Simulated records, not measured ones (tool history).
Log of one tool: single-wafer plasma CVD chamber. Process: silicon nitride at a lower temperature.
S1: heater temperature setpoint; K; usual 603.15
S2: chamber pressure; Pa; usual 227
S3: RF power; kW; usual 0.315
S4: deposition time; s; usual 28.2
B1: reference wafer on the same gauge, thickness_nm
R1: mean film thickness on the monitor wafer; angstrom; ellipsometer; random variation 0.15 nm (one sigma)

Run 1, hour 0: usual settings but S3 0.33 kW; B1 34.972. Result: R1 346.35 angstrom.
At hour 64.3: showerhead replaced, of another model than before.
Run 2, hour 67.9: usual settings but S1 613.15 K; B1 35.037. Result: R1 326.23 angstrom.
Run 3, hour 113: usual settings but S1 613.15 K; B1 34.919. Result: R1 328.6 angstrom.
Run 4, hour 167.5: usual settings but S1 613.15 K; B1 35.003. Result: R1 328.99 angstrom.
At hour 175.5: thermocouple changed; heater temperature recalibrated.
Run 5, hour 208.9: usual settings but S1 614.15 K; B1 35.005. Result: R1 333.09 angstrom.
At hour 211.7: gauge calibrated.
Run 6, hour 337.7: usual settings but S1 614.15 K; B1 35.008. Result: R1 329.85 angstrom.
At hour 383.2: capacitance manometer re-zeroed and calibrated.
Run 7, hour 399.9: usual settings but S1 598.15 K; B1 34.974. Result: R1 328.07 angstrom.
Run 8, hour 461.3: usual settings; B1 34.959. Result: R1 328.99 angstrom.
Run 9, hour 500.2: usual settings but S2 281 Pa, S3 0.265 kW; B1 34.993. Result: R1 329.23 angstrom.
Run 10, hour 538: usual settings; B1 35.056. Result: R1 328.71 angstrom.
Run 11, hour 608.8: usual settings but S3 0.285 kW; B1 35.036. Result: R1 313.24 angstrom.
Run 12, hour 647.5: usual settings but S2 251 Pa; B1 34.949. Result: R1 342.45 angstrom.
Run 13, hour 685.8: usual settings; B1 34.989. Result: R1 326.75 angstrom.
Run 14, hour 720.8: usual settings but S2 268 Pa, S4 31.9 s; B1 35.045. Result: R1 393.67 angstrom.
Run 15, hour 757.8: usual settings but S3 0.295 kW, S4 25 s; B1 34.975. Result: R1 284.24 angstrom.
Run 16, hour 827.1: usual settings; B1 34.978. Result: R1 323.3 angstrom.
Run 17, hour 861.1: usual settings but S1 591.15 K, S3 0.34 kW; B1 34.971. Result: R1 338.34 angstrom.
At hour 901.4: RF generator calibrated.
Run 18, hour 927.4: usual settings but S1 607.15 K; B1 34.972. Result: R1 329.91 angstrom.
Run 19, hour 989.5: usual settings but S1 608.15 K, S2 205 Pa, S3 0.255 kW, S4 33 s; B1 34.974. Result: R1 338.23 angstrom.
Run 20, hour 1048.5: usual settings but S1 614.15 K; B1 34.958. Result: R1 331.36 angstrom.
Run 21, hour 1087.1: usual settings but S2 199 Pa; B1 35.012. Result: R1 315.09 angstrom.
Run 22, hour 1114.1: usual settings but S1 594.15 K, S2 188 Pa; B1 35.039. Result: R1 306.28 angstrom.
Run 23, hour 1160.7: usual settings but S1 589.15 K; B1 34.976. Result: R1 332.24 angstrom.
Run 24, hour 1208.1: usual settings but S1 614.15 K; B1 35.013. Result: R1 331.96 angstrom.
Run 25, hour 1263.4: usual settings but S4 33.6 s; B1 35.005. Result: R1 396.81 angstrom.
At hour 1280.1: capacitance manometer re-zeroed and calibrated.
Run 26, hour 1298.5: usual settings; B1 35.04. Result: R1 331.11 angstrom.
Run 27, hour 1323: usual settings but S4 23.4 s; B1 34.94. Result: R1 273.99 angstrom.
Run 28, hour 1366.6: usual settings; B1 35.028. Result: R1 331.17 angstrom.
Run 29, hour 1419.4: usual settings but S3 0.28 kW, S4 29.8 s; B1 34.975. Result: R1 332.38 angstrom.

Measured less the same run without the tool's hidden state. The same run-to-run variation is in both; the gauge's scatter may not be:
The hidden state here: wafer temperature above the value expected at the setpoint (K); delivered RF power above the setpoint (%); true pressure above the setpoint (%); gauge reads high (%).
run     R1
  1  -2.52
  2  -1.49
  3  -1.66
  4  -1.86
  5  -2.04
  6   -2.6
  7  -2.88
  8  -3.21
  9  -3.53
 10  -3.64
 11  -3.98
 12  -4.49
 13  -4.54
 14  -5.75
 15  -4.48
 16  -5.47
 17  -5.92
 18  -0.51
 19  -0.58
 20  -0.57
 21  -0.58
 22  -0.58
 23  -0.69
 24  -0.76
 25  -1.03
 26  -0.92
 27  -0.82
 28  -1.09
 29  -1.26
